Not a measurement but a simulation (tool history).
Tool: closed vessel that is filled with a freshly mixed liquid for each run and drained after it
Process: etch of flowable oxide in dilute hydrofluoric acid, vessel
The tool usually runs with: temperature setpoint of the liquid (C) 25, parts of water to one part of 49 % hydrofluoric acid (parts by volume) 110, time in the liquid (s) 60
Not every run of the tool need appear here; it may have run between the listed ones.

| run | day | temperature setpoint of the liquid (C) | parts of water to one part of 49 % hydrofluoric acid (parts by volume) | time in the liquid (s) | wafers since the last listed run | hours since the thermometer was replaced | hours since the hydrofluoric acid flow meter was replaced | hours since the gauge calibration | read-back film thickness of the flowable oxide reference wafer, read on the same gauge (nm) | thickness taken off the flowable oxide on a monitor wafer (nm) |
|---|---|---|---|---|---|---|---|---|---|---|
| 1 | 0 | 25 | 110 | 60 | 0 | 155 | 397.8 | 2085.3 | 90.01 | 25.16 |
| 2 | 1.929 | 25 | 110 | 60 | 3375 | 201.3 | 444.1 | 2131.6 | 90 | 24.88 |
| 3 | 3.071 | 25 | 110 | 60 | 1997 | 228.7 | 471.5 | 2159 | 90.04 | 24.85 |
| 4 | 5.392 | 25 | 110 | 60 | 4060 | 284.4 | 527.2 | 2214.7 | 90.03 | 24.79 |
| 5 | 7.321 | 25 | 110 | 60 | 3375 | 330.7 | 573.5 | 2261 | 90.04 | 24.83 |
|  | 9.65 | hydrofluoric acid flow meter replaced |
| 6 | 9.671 | 25 | 110 | 35 | 4038 | 387.1 | 0.5 | 2317.4 | 90.03 | 14.51 |
| 7 | 12.283 | 25 | 85 | 40 | 4570 | 449.8 | 63.2 | 2380.1 | 89.99 | 21.85 |
| 8 | 14.058 | 25 | 85 | 40 | 3105 | 492.4 | 105.8 | 2422.7 | 89.99 | 21.92 |
| 9 | 15.392 | 25 | 110 | 60 | 2332 | 524.4 | 137.8 | 2454.7 | 90.01 | 24.47 |
| 10 | 17.221 | 25 | 110 | 60 | 3200 | 568.3 | 181.7 | 2498.6 | 89.99 | 24.57 |
| 11 | 20.183 | 25 | 80 | 60 | 5182 | 639.4 | 252.8 | 2569.7 | 90 | 34.76 |
| 12 | 22.788 | 25 | 110 | 60 | 4555 | 701.9 | 315.3 | 2632.2 | 89.96 | 24.37 |
| 13 | 25.317 | 21.5 | 70 | 60 | 4424 | 762.6 | 376 | 2692.9 | 90.01 | 34.96 |
| 14 | 27.662 | 22 | 80 | 75 | 4103 | 818.9 | 432.3 | 2749.2 | 89.98 | 38.33 |
| 15 | 29.408 | 25 | 110 | 60 | 3054 | 860.8 | 474.2 | 2791.1 | 90 | 24.22 |
|  | 29.708 | thermometer replaced |
| 16 | 30.725 | 28 | 55 | 60 | 2230 | 24.4 | 505.8 | 2822.7 | 90.06 | 60.68 |
|  | 32.071 | gauge calibrated |
| 17 | 32.558 | 26.5 | 80 | 30 | 3207 | 68.4 | 549.8 | 11.7 | 90.01 | 18.89 |
| 18 | 34.071 | 25 | 85 | 85 | 2646 | 104.7 | 586.1 | 48 | 90.03 | 47.09 |
| 19 | 36.462 | 25 | 130 | 60 | 4184 | 162.1 | 643.5 | 105.4 | 90.02 | 20.56 |
|  | 36.754 | hydrofluoric acid flow meter replaced |
| 20 | 39.375 | 29 | 110 | 90 | 5022 | 232 | 62.9 | 175.3 | 89.99 | 42.69 |
| 21 | 40.55 | 20 | 160 | 35 | 2055 | 260.2 | 91.1 | 203.5 | 90 | 7.73 |
| 22 | 42.504 | 25 | 110 | 80 | 3418 | 307.1 | 138 | 250.4 | 90 | 32.97 |
| 23 | 44.104 | 23.5 | 110 | 60 | 2799 | 345.5 | 176.4 | 288.8 | 89.98 | 23.05 |
| 24 | 45.638 | 28 | 95 | 90 | 2682 | 382.3 | 213.2 | 325.6 | 89.93 | 49.16 |
| 25 | 48.162 | 23 | 80 | 50 | 4417 | 442.9 | 273.8 | 386.2 | 90.03 | 26.9 |
| 26 | 49.296 | 26.5 | 110 | 60 | 1982 | 470.1 | 301 | 413.4 | 89.99 | 26.08 |
| 27 | 52.275 | 25 | 110 | 50 | 5211 | 541.6 | 372.5 | 484.9 | 90.01 | 20.37 |
| 28 | 58.742 | 22 | 70 | 70 | 11313 | 696.8 | 527.7 | 640.1 | 89.97 | 41.12 |
|  | 59.146 | hydrofluoric acid flow meter replaced |
| 29 | 60.329 | 22 | 110 | 80 | 2704 | 734.9 | 28.4 | 678.2 | 90 | 28.71 |
| 30 | 61.425 | 25 | 85 | 40 | 1917 | 761.2 | 54.7 | 704.5 | 89.98 | 21.41 |
|  | 62.796 | thermometer replaced |
| 31 | 69.483 | 25 | 110 | 60 | 14024 | 160.5 | 248.1 | 897.9 | 89.98 | 24.53 |
| 32 | 70.629 | 22.5 | 110 | 60 | 2004 | 188 | 275.6 | 925.4 | 89.99 | 22.49 |
| 33 | 71.671 | 29.5 | 145 | 95 | 1822 | 213 | 300.6 | 950.4 | 90.01 | 34.15 |
| 34 | 74.404 | 21.5 | 70 | 45 | 4781 | 278.6 | 366.2 | 1016 | 90.02 | 26.41 |

Across each entry between runs, compare the hidden state at the last listed run before it with the hidden state at the first listed run after it:
In the gap between runs 5 and 6: hydrofluoric acid flow meter replaced (day 9.65)
  liquid colder than its thermometer reads (K): 0.415 -> 0.478
  measured less the result without the state, thickness taken off the flowable oxide on a monitor wafer (nm): -0.4 -> -0.27
In the gap between runs 15 and 16: thermometer replaced (day 29.708)
  liquid colder than its thermometer reads (K): 1.02 -> 0.269
  measured less the result without the state, thickness taken off the flowable oxide on a monitor wafer (nm): -0.99 -> -0.66
In the gap between runs 16 and 17: gauge calibrated (day 32.071)
  liquid colder than its thermometer reads (K): 0.269 -> 0.319
  measured less the result without the state, thickness taken off the flowable oxide on a monitor wafer (nm): -0.66 -> -0.24
In the gap between runs 19 and 20: hydrofluoric acid flow meter replaced (day 36.754)
  liquid colder than its thermometer reads (K): 0.425 -> 0.504
  measured less the result without the state, thickness taken off the flowable oxide on a monitor wafer (nm): -0.35 -> -0.82
In the gap between runs 28 and 29: hydrofluoric acid flow meter replaced (day 59.146)
  liquid colder than its thermometer reads (K): 1.03 -> 1.07
  measured less the result without the state, thickness taken off the flowable oxide on a monitor wafer (nm): -1.79 -> -1.27
In the gap between runs 30 and 31: thermometer replaced (day 62.796)
  liquid colder than its thermometer reads (K): 1.1 -> 0.4
  measured less the result without the state, thickness taken off the flowable oxide on a monitor wafer (nm): -0.96 -> -0.38
